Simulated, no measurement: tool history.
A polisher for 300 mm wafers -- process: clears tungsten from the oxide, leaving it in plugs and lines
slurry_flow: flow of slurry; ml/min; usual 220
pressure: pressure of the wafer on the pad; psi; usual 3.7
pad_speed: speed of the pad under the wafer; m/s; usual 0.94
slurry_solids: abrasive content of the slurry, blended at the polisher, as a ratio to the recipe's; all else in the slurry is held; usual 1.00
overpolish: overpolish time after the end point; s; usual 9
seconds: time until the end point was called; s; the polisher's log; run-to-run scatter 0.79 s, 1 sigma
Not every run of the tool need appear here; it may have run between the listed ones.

run	hour	slurry_flow	pressure	pad_speed	slurry_solids	overpolish	incoming thickness of the incoming film, nm	seconds
1	0.0	220	3.2	0.94	1.00	9	309.0	70.0
# hour 41.9: slurry nozzle cleaned
2	92.8	220	3.7	0.94	1.00	9	310.6	63.0
3	173.3	220	3.7	0.94	1.00	9	311.3	64.8
# hour 184.4: slurry blender recalibrated
4	277.8	220	3.7	0.94	1.00	9	310.8	59.9
# hour 367.6: slurry tank refilled with fresh slurry and peroxide
# hour 378.1: worn pad replaced by a new one
5	378.6	220	3.7	0.94	1.00	9	315.1	62.3
6	446.2	220	3.7	0.94	1.00	9	312.8	61.2
7	529.8	220	3.7	0.94	1.00	9	309.1	61.8
# hour 558.5: slurry nozzle cleaned
8	586.1	220	3.7	0.94	1.00	9	307.8	63.1
9	634.8	220	3.7	0.94	1.00	9	309.9	63.3
# hour 652.7: slurry blender recalibrated
10	698.6	220	3.7	0.94	1.00	9	315.3	60.5
11	759.9	255	3.7	0.94	1.00	9	309.6	58.7
# hour 821.0: worn pad replaced by a new one
12	843.8	145	3.7	0.94	1.00	13	311.9	65.1
# hour 915.2: slurry tank refilled with fresh slurry and peroxide
13	939.2	220	3.7	0.94	1.00	9	308.9	62.4
14	1021.8	220	3.4	0.94	1.00	9	310.2	67.4
15	1070.9	220	3.7	0.72	1.00	4	308.4	82.6
# hour 1072.1: slurry nozzle cleaned
16	1112.8	220	3.7	0.64	1.00	4	315.0	95.9
17	1183.7	220	3.7	0.94	1.00	9	308.6	64.7
# hour 1250.8: slurry blender recalibrated
18	1251.7	220	3.1	0.94	0.75	9	309.4	74.1
# hour 1307.4: worn pad replaced by a new one, of another model than before
# hour 1336.2: head pressure recalibrated
19	1336.7	170	3.3	0.70	1.00	4	308.7	87.8
# hour 1469.7: slurry tank refilled with fresh slurry and peroxide
20	1547.4	220	4.6	0.94	1.00	9	304.8	53.4
# hour 1603.5: slurry nozzle cleaned
# hour 1729.2: slurry blender recalibrated
# hour 1776.9: worn pad replaced by a new one
21	1805.4	220	3.1	1.02	1.00	9	316.9	65.7
22	1887.2	295	2.9	1.08	0.80	9	309.9	66.4
# hour 1950.2: slurry tank refilled with fresh slurry and peroxide
23	1958.4	220	3.7	0.64	1.00	4	311.3	80.6

Forecast run 24:
24	2042.0	145	3.7	0.64	0.75	11	304.1	?

seconds: 107.3 s
With no hidden state in the tool, this same run would have given seconds 102.0 s.

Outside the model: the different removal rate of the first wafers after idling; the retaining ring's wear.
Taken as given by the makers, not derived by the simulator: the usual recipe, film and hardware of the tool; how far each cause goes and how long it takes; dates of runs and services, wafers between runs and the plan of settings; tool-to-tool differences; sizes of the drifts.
